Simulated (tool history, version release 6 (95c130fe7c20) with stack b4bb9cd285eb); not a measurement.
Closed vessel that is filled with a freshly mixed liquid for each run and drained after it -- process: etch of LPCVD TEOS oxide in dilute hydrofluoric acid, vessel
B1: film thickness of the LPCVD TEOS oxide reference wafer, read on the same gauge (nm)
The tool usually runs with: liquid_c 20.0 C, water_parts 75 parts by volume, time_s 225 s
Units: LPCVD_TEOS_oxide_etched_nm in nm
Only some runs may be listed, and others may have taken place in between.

{"run": 1, "hour": 0.0, "liquid_c": 20.0, "water_parts": 75, "time_s": 225, "B1": 60.04, "LPCVD_TEOS_oxide_etched_nm": 41.12}
{"run": 2, "hour": 12.2, "liquid_c": 20.0, "water_parts": 75, "time_s": 225, "B1": 59.99, "LPCVD_TEOS_oxide_etched_nm": 41.22}
{"run": 3, "hour": 36.0, "liquid_c": 20.0, "water_parts": 45, "time_s": 225, "B1": 60.01, "LPCVD_TEOS_oxide_etched_nm": 71.16}
{"run": 4, "hour": 54.2, "liquid_c": 20.0, "water_parts": 45, "time_s": 225, "B1": 59.96, "LPCVD_TEOS_oxide_etched_nm": 71.08}
{"run": 5, "hour": 89.4, "liquid_c": 20.0, "water_parts": 75, "time_s": 225, "B1": 59.95, "LPCVD_TEOS_oxide_etched_nm": 41.21}
{"run": 6, "hour": 118.2, "liquid_c": 20.0, "water_parts": 75, "time_s": 225, "B1": 60.04, "LPCVD_TEOS_oxide_etched_nm": 41.04}
{"run": 7, "hour": 151.5, "liquid_c": 23.0, "water_parts": 75, "time_s": 225, "B1": 59.98, "LPCVD_TEOS_oxide_etched_nm": 46.58}
{"run": 8, "hour": 181.3, "liquid_c": 23.0, "water_parts": 75, "time_s": 225, "B1": 60.04, "LPCVD_TEOS_oxide_etched_nm": 46.63}
{"run": 9, "hour": 214.9, "liquid_c": 23.0, "water_parts": 75, "time_s": 225, "B1": 59.98, "LPCVD_TEOS_oxide_etched_nm": 46.44}
{"hour": 219.5, "done": "hydrofluoric acid flow meter replaced"}
{"run": 10, "hour": 247.2, "liquid_c": 17.0, "water_parts": 75, "time_s": 225, "B1": 60.01, "LPCVD_TEOS_oxide_etched_nm": 37.58}
{"hour": 250.5, "done": "thermometer replaced"}
{"run": 11, "hour": 260.6, "liquid_c": 20.0, "water_parts": 75, "time_s": 225, "B1": 59.99, "LPCVD_TEOS_oxide_etched_nm": 42.89}
{"run": 12, "hour": 275.0, "liquid_c": 17.0, "water_parts": 100, "time_s": 260, "B1": 59.96, "LPCVD_TEOS_oxide_etched_nm": 31.75}
{"run": 13, "hour": 296.4, "liquid_c": 20.0, "water_parts": 85, "time_s": 125, "B1": 59.98, "LPCVD_TEOS_oxide_etched_nm": 20.56}
{"run": 14, "hour": 319.1, "liquid_c": 23.5, "water_parts": 75, "time_s": 225, "B1": 60.02, "LPCVD_TEOS_oxide_etched_nm": 49.45}
{"hour": 341.7, "done": "gauge calibrated"}
{"run": 15, "hour": 351.9, "liquid_c": 17.0, "water_parts": 75, "time_s": 300, "B1": 60.04, "LPCVD_TEOS_oxide_etched_nm": 50.46}
{"run": 16, "hour": 375.1, "liquid_c": 20.0, "water_parts": 75, "time_s": 225, "B1": 59.95, "LPCVD_TEOS_oxide_etched_nm": 42.6}
{"run": 17, "hour": 408.3, "liquid_c": 20.0, "water_parts": 75, "time_s": 225, "B1": 59.97, "LPCVD_TEOS_oxide_etched_nm": 42.56}
{"run": 18, "hour": 425.5, "liquid_c": 17.0, "water_parts": 40, "time_s": 100, "B1": 59.97, "LPCVD_TEOS_oxide_etched_nm": 32.32}
{"run": 19, "hour": 447.9, "liquid_c": 23.5, "water_parts": 75, "time_s": 225, "B1": 60.01, "LPCVD_TEOS_oxide_etched_nm": 48.91}
{"run": 20, "hour": 481.0, "liquid_c": 24.5, "water_parts": 75, "time_s": 225, "B1": 59.97, "LPCVD_TEOS_oxide_etched_nm": 50.81}
{"run": 21, "hour": 516.4, "liquid_c": 22.5, "water_parts": 110, "time_s": 295, "B1": 60.03, "LPCVD_TEOS_oxide_etched_nm": 40.58}
{"run": 22, "hour": 528.5, "liquid_c": 17.5, "water_parts": 110, "time_s": 225, "B1": 60.02, "LPCVD_TEOS_oxide_etched_nm": 24.8}
{"run": 23, "hour": 563.0, "liquid_c": 20.0, "water_parts": 75, "time_s": 225, "B1": 60.0, "LPCVD_TEOS_oxide_etched_nm": 42.23}
{"run": 24, "hour": 588.5, "liquid_c": 20.0, "water_parts": 75, "time_s": 225, "B1": 60.02, "LPCVD_TEOS_oxide_etched_nm": 42.13}
{"run": 25, "hour": 601.0, "liquid_c": 17.0, "water_parts": 35, "time_s": 260, "B1": 60.0, "LPCVD_TEOS_oxide_etched_nm": 96.49}
{"run": 26, "hour": 625.8, "liquid_c": 17.0, "water_parts": 35, "time_s": 110, "B1": 59.94, "LPCVD_TEOS_oxide_etched_nm": 40.66}
{"run": 27, "hour": 660.6, "liquid_c": 18.0, "water_parts": 100, "time_s": 175, "B1": 59.97, "LPCVD_TEOS_oxide_etched_nm": 22.02}
{"run": 28, "hour": 674.1, "liquid_c": 23.5, "water_parts": 75, "time_s": 225, "B1": 59.96, "LPCVD_TEOS_oxide_etched_nm": 48.86}
{"run": 29, "hour": 703.5, "liquid_c": 24.5, "water_parts": 75, "time_s": 225, "B1": 60.01, "LPCVD_TEOS_oxide_etched_nm": 50.69}
{"run": 30, "hour": 730.5, "liquid_c": 20.0, "water_parts": 75, "time_s": 280, "B1": 59.99, "LPCVD_TEOS_oxide_etched_nm": 52.6}
{"run": 31, "hour": 763.2, "liquid_c": 17.0, "water_parts": 50, "time_s": 320, "B1": 60.03, "LPCVD_TEOS_oxide_etched_nm": 81.6}
{"run": 32, "hour": 866.9, "liquid_c": 20.0, "water_parts": 35, "time_s": 225, "B1": 60.0, "LPCVD_TEOS_oxide_etched_nm": 94.34}

Each row is a separate what-if for the run after 32, all from the same tool condition, not one after another. Results?
{"run": "A", "hour": 867.6, "liquid_c": 20.0, "water_parts": 75, "time_s": 150, "B1": "?", "LPCVD_TEOS_oxide_etched_nm": "?"}
{"run": "B", "hour": 867.6, "liquid_c": 20.0, "water_parts": 75, "time_s": 135, "B1": "?", "LPCVD_TEOS_oxide_etched_nm": "?"}
{"run": "C", "hour": 867.6, "liquid_c": 24.5, "water_parts": 95, "time_s": 285, "B1": "?", "LPCVD_TEOS_oxide_etched_nm": "?"}
{"run": "D", "hour": 867.6, "liquid_c": 17.0, "water_parts": 60, "time_s": 225, "B1": "?", "LPCVD_TEOS_oxide_etched_nm": "?"}
{"run": "E", "hour": 867.6, "liquid_c": 20.0, "water_parts": 40, "time_s": 225, "B1": "?", "LPCVD_TEOS_oxide_etched_nm": "?"}

run=A B1=59.97 LPCVD_TEOS_oxide_etched_nm=27.82
run=B B1=59.97 LPCVD_TEOS_oxide_etched_nm=25.04
run=C B1=59.97 LPCVD_TEOS_oxide_etched_nm=48.89
run=D B1=59.97 LPCVD_TEOS_oxide_etched_nm=46.73
run=E B1=59.97 LPCVD_TEOS_oxide_etched_nm=81.63
What these runs would have given with no unlogged condition in the tool:
run=A LPCVD_TEOS_oxide_etched_nm=28.37
run=B LPCVD_TEOS_oxide_etched_nm=25.53
run=C LPCVD_TEOS_oxide_etched_nm=49.88
run=D LPCVD_TEOS_oxide_etched_nm=47.63
run=E LPCVD_TEOS_oxide_etched_nm=83.17

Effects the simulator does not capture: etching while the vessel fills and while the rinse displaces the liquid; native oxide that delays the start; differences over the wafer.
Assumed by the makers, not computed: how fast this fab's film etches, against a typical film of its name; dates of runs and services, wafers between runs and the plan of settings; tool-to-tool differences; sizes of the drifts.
